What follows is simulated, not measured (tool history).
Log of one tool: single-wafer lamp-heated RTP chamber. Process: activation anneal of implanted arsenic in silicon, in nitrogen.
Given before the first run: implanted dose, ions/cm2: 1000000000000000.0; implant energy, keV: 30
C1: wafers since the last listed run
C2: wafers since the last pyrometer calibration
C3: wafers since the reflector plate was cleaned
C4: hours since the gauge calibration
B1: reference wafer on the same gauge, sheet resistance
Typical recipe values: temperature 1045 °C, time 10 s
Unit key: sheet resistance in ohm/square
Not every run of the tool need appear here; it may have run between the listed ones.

{"run": 1, "hour": 0.0, "temperature": 1045, "time": 10, "C1": 0, "C2": 278, "C3": 1271, "C4": 198.8, "B1": 139.02, "sheet resistance": 118.44}
{"run": 2, "hour": 28.5, "temperature": 1045, "time": 10, "C1": 422, "C2": 701, "C3": 1693, "C4": 227.3, "B1": 139.02, "sheet resistance": 117.88}
{"run": 3, "hour": 48.8, "temperature": 1045, "time": 10, "C1": 301, "C2": 1002, "C3": 1995, "C4": 247.6, "B1": 139.07, "sheet resistance": 117.44}
{"run": 4, "hour": 74.6, "temperature": 1045, "time": 10, "C1": 382, "C2": 1385, "C3": 2377, "C4": 273.4, "B1": 139.08, "sheet resistance": 117.42}
{"run": 5, "hour": 100.8, "temperature": 1045, "time": 10, "C1": 388, "C2": 1774, "C3": 2766, "C4": 299.6, "B1": 139.01, "sheet resistance": 117.23}
{"run": 6, "hour": 132.3, "temperature": 1045, "time": 10, "C1": 467, "C2": 2241, "C3": 3233, "C4": 331.1, "B1": 138.99, "sheet resistance": 117.34}
{"run": 7, "hour": 162.8, "temperature": 1045, "time": 10, "C1": 452, "C2": 2693, "C3": 3686, "C4": 361.6, "B1": 139.03, "sheet resistance": 117.01}
{"run": 8, "hour": 176.6, "temperature": 1045, "time": 10, "C1": 204, "C2": 2898, "C3": 3891, "C4": 375.4, "B1": 139.02, "sheet resistance": 116.95}
{"hour": 184.8, "done": "pyrometer window cleaned and pyrometer calibrated"}
{"run": 9, "hour": 197.7, "temperature": 1045, "time": 10, "C1": 194, "C2": 190, "C3": 4085, "C4": 396.5, "B1": 139, "sheet resistance": 117.96}
{"run": 10, "hour": 220.0, "temperature": 1052, "time": 10, "C1": 330, "C2": 521, "C3": 4416, "C4": 418.8, "B1": 138.94, "sheet resistance": 117.03}
{"run": 11, "hour": 244.5, "temperature": 1052, "time": 10, "C1": 363, "C2": 885, "C3": 4779, "C4": 443.3, "B1": 139, "sheet resistance": 116.73}
{"run": 12, "hour": 271.7, "temperature": 1026, "time": 10, "C1": 403, "C2": 1288, "C3": 5183, "C4": 470.5, "B1": 139.01, "sheet resistance": 118.93}
{"run": 13, "hour": 283.9, "temperature": 1045, "time": 10, "C1": 180, "C2": 1469, "C3": 5364, "C4": 482.7, "B1": 139, "sheet resistance": 117.32}
{"run": 14, "hour": 310.1, "temperature": 1045, "time": 4, "C1": 388, "C2": 1858, "C3": 5753, "C4": 508.9, "B1": 138.95, "sheet resistance": 121.11}
{"run": 15, "hour": 324.8, "temperature": 1074, "time": 7, "C1": 218, "C2": 2076, "C3": 5971, "C4": 523.6, "B1": 139.01, "sheet resistance": 115.36}
{"hour": 332.7, "done": "gauge calibrated"}
{"hour": 333.0, "done": "reflector plate cleaned"}
{"run": 16, "hour": 339.1, "temperature": 1028, "time": 5, "C1": 93, "C2": 2170, "C3": 90, "C4": 6.4, "B1": 139, "sheet resistance": 122.95}
{"run": 17, "hour": 359.5, "temperature": 1045, "time": 10, "C1": 302, "C2": 2472, "C3": 392, "C4": 26.8, "B1": 138.95, "sheet resistance": 117.75}
{"run": 18, "hour": 383.9, "temperature": 1015, "time": 6, "C1": 361, "C2": 2834, "C3": 754, "C4": 51.2, "B1": 138.98, "sheet resistance": 123.02}
{"hour": 393.1, "done": "pyrometer window cleaned and pyrometer calibrated"}
{"run": 19, "hour": 407.9, "temperature": 1065, "time": 10, "C1": 237, "C2": 219, "C3": 992, "C4": 75.2, "B1": 139.01, "sheet resistance": 116.29}
{"run": 20, "hour": 441.2, "temperature": 1036, "time": 10, "C1": 494, "C2": 713, "C3": 1486, "C4": 108.5, "B1": 139.07, "sheet resistance": 118.88}
{"run": 21, "hour": 453.8, "temperature": 1045, "time": 8, "C1": 186, "C2": 900, "C3": 1673, "C4": 121.1, "B1": 138.97, "sheet resistance": 118.96}
{"run": 22, "hour": 473.4, "temperature": 1055, "time": 13, "C1": 290, "C2": 1191, "C3": 1963, "C4": 140.7, "B1": 139.01, "sheet resistance": 114.95}
{"run": 23, "hour": 497.5, "temperature": 1033, "time": 14, "C1": 357, "C2": 1548, "C3": 2321, "C4": 164.8, "B1": 138.95, "sheet resistance": 117.08}
{"run": 24, "hour": 528.6, "temperature": 1045, "time": 7, "C1": 461, "C2": 2010, "C3": 2782, "C4": 195.9, "B1": 139, "sheet resistance": 119.27}

Each row is a separate what-if for the run after 24, all from the same tool condition, not one after another. Results?
{"run": "A", "hour": 529.0, "temperature": 1045, "time": 6, "C1": 5, "C2": 2016, "C3": 2788, "C4": 196.3, "B1": "?", "sheet resistance": "?"}
{"run": "B", "hour": 529.0, "temperature": 1045, "time": 5, "C1": 5, "C2": 2016, "C3": 2788, "C4": 196.3, "B1": "?", "sheet resistance": "?"}
{"run": "C", "hour": 529.0, "temperature": 1063, "time": 14, "C1": 5, "C2": 2016, "C3": 2788, "C4": 196.3, "B1": "?", "sheet resistance": "?"}
{"run": "D", "hour": 529.0, "temperature": 1062, "time": 8, "C1": 5, "C2": 2016, "C3": 2788, "C4": 196.3, "B1": "?", "sheet resistance": "?"}
{"run": "E", "hour": 529.0, "temperature": 1072, "time": 4, "C1": 5, "C2": 2016, "C3": 2788, "C4": 196.3, "B1": "?", "sheet resistance": "?"}

run=A B1=138.96 sheet_resistance=120.15
run=B B1=138.96 sheet_resistance=121.04
run=C B1=138.96 sheet_resistance=113.56
run=D B1=138.96 sheet_resistance=116.94
run=E B1=138.96 sheet_resistance=119.49
Stripped of hidden state, with their random variation kept, the same runs would have yielded:
run=A sheet_resistance=121.85
run=B sheet_resistance=122.77
run=C sheet_resistance=115.62
run=D sheet_resistance=118.7
run=E sheet_resistance=121.12
